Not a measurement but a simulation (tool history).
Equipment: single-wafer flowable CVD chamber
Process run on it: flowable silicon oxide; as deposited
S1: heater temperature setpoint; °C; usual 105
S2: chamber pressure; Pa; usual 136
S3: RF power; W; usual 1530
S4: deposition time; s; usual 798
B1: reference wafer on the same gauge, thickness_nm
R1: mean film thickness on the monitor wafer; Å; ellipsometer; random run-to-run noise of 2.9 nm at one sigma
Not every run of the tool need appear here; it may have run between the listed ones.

{"run": 1, "hour": 0.0, "S1": 105, "S2": 136, "S3": 1530, "S4": 798, "B1": 531.559, "R1": 4334.7}
{"hour": 3.8, "done": "gauge calibrated"}
{"run": 2, "hour": 25.6, "S1": 105, "S2": 136, "S3": 1530, "S4": 798, "B1": 531.92, "R1": 4255.6}
{"run": 3, "hour": 38.4, "S1": 113, "S2": 136, "S3": 1530, "S4": 765, "B1": 531.722, "R1": 3176.51}
{"run": 4, "hour": 65.4, "S1": 113, "S2": 136, "S3": 1530, "S4": 765, "B1": 532.415, "R1": 3151.39}
{"run": 5, "hour": 77.7, "S1": 105, "S2": 136, "S3": 1530, "S4": 798, "B1": 531.737, "R1": 4198.95}
{"run": 6, "hour": 101.0, "S1": 105, "S2": 136, "S3": 1530, "S4": 798, "B1": 531.619, "R1": 4183.29}
{"hour": 110.1, "done": "capacitance manometer re-zeroed and calibrated"}
{"run": 7, "hour": 124.5, "S1": 105, "S2": 136, "S3": 1530, "S4": 798, "B1": 533.017, "R1": 4579.23}
{"run": 8, "hour": 139.6, "S1": 113, "S2": 145, "S3": 1615, "S4": 867, "B1": 532.283, "R1": 4222.55}
{"run": 9, "hour": 160.5, "S1": 105, "S2": 136, "S3": 1740, "S4": 690, "B1": 531.539, "R1": 4149.9}
{"run": 10, "hour": 175.7, "S1": 105, "S2": 112, "S3": 1530, "S4": 798, "B1": 532.453, "R1": 3777.72}
{"hour": 212.0, "done": "thermocouple changed; heater temperature recalibrated"}
{"run": 11, "hour": 212.5, "S1": 117, "S2": 103, "S3": 1380, "S4": 901, "B1": 531.968, "R1": 2712.48}
{"run": 12, "hour": 224.5, "S1": 100, "S2": 111, "S3": 1295, "S4": 855, "B1": 532.827, "R1": 4692.76}
{"run": 13, "hour": 256.9, "S1": 105, "S2": 112, "S3": 1530, "S4": 798, "B1": 531.496, "R1": 4025.28}
{"hour": 277.8, "done": "RF generator calibrated"}
{"run": 14, "hour": 286.8, "S1": 96, "S2": 136, "S3": 1250, "S4": 798, "B1": 531.908, "R1": 6005.28}
{"run": 15, "hour": 306.9, "S1": 101, "S2": 136, "S3": 1240, "S4": 839, "B1": 532.14, "R1": 5332.35}
{"run": 16, "hour": 323.2, "S1": 98, "S2": 109, "S3": 1745, "S4": 722, "B1": 532.302, "R1": 4647.45}
{"run": 17, "hour": 339.1, "S1": 105, "S2": 117, "S3": 1530, "S4": 895, "B1": 532.684, "R1": 4694.45}
{"run": 18, "hour": 359.2, "S1": 99, "S2": 136, "S3": 1730, "S4": 798, "B1": 531.808, "R1": 6112.85}
{"run": 19, "hour": 428.9, "S1": 105, "S2": 104, "S3": 1340, "S4": 798, "B1": 532.213, "R1": 3506.24}
{"run": 20, "hour": 457.3, "S1": 105, "S2": 136, "S3": 1530, "S4": 798, "B1": 531.91, "R1": 4787.07}
{"run": 21, "hour": 481.1, "S1": 117, "S2": 120, "S3": 1530, "S4": 798, "B1": 531.511, "R1": 2920.58}
{"run": 22, "hour": 509.4, "S1": 105, "S2": 136, "S3": 1530, "S4": 798, "B1": 532.003, "R1": 4834.1}
{"run": 23, "hour": 529.1, "S1": 105, "S2": 136, "S3": 1530, "S4": 894, "B1": 531.018, "R1": 5380.1}
{"run": 24, "hour": 560.0, "S1": 105, "S2": 136, "S3": 1530, "S4": 798, "B1": 531.401, "R1": 4851.61}
{"run": 25, "hour": 574.4, "S1": 101, "S2": 136, "S3": 1785, "S4": 647, "B1": 532.935, "R1": 4637.11}
{"hour": 585.6, "done": "gauge calibrated"}
{"run": 26, "hour": 604.7, "S1": 105, "S2": 111, "S3": 1780, "S4": 650, "B1": 532.187, "R1": 3354.38}
{"run": 27, "hour": 704.1, "S1": 99, "S2": 136, "S3": 1245, "S4": 838, "B1": 532.084, "R1": 5668.02}

Each row is a separate what-if for the run after 27, all from the same tool condition, not one after another. Results?
{"run": "A", "hour": 704.7, "S1": 105, "S2": 136, "S3": 1530, "S4": 668, "B1": "?", "R1": "?"}
{"run": "B", "hour": 704.7, "S1": 105, "S2": 113, "S3": 1530, "S4": 957, "B1": "?", "R1": "?"}
{"run": "C", "hour": 704.7, "S1": 105, "S2": 168, "S3": 1530, "S4": 848, "B1": "?", "R1": "?"}
{"run": "D", "hour": 704.7, "S1": 118, "S2": 152, "S3": 1235, "S4": 868, "B1": "?", "R1": "?"}
{"run": "E", "hour": 704.7, "S1": 105, "S2": 159, "S3": 1530, "S4": 917, "B1": "?", "R1": "?"}

run=A B1=531.372 R1=4056.76
run=B B1=531.372 R1=4842.47
run=C B1=531.372 R1=6302.32
run=D B1=531.372 R1=3585.78
run=E B1=531.372 R1=6453.28
The same runs, with their run-to-run variation unchanged, on a tool lacking any hidden condition would have given:
run=A R1=4140.6
run=B R1=4944.18
run=C R1=6428.94
run=D R1=3653.42
run=E R1=6582.94
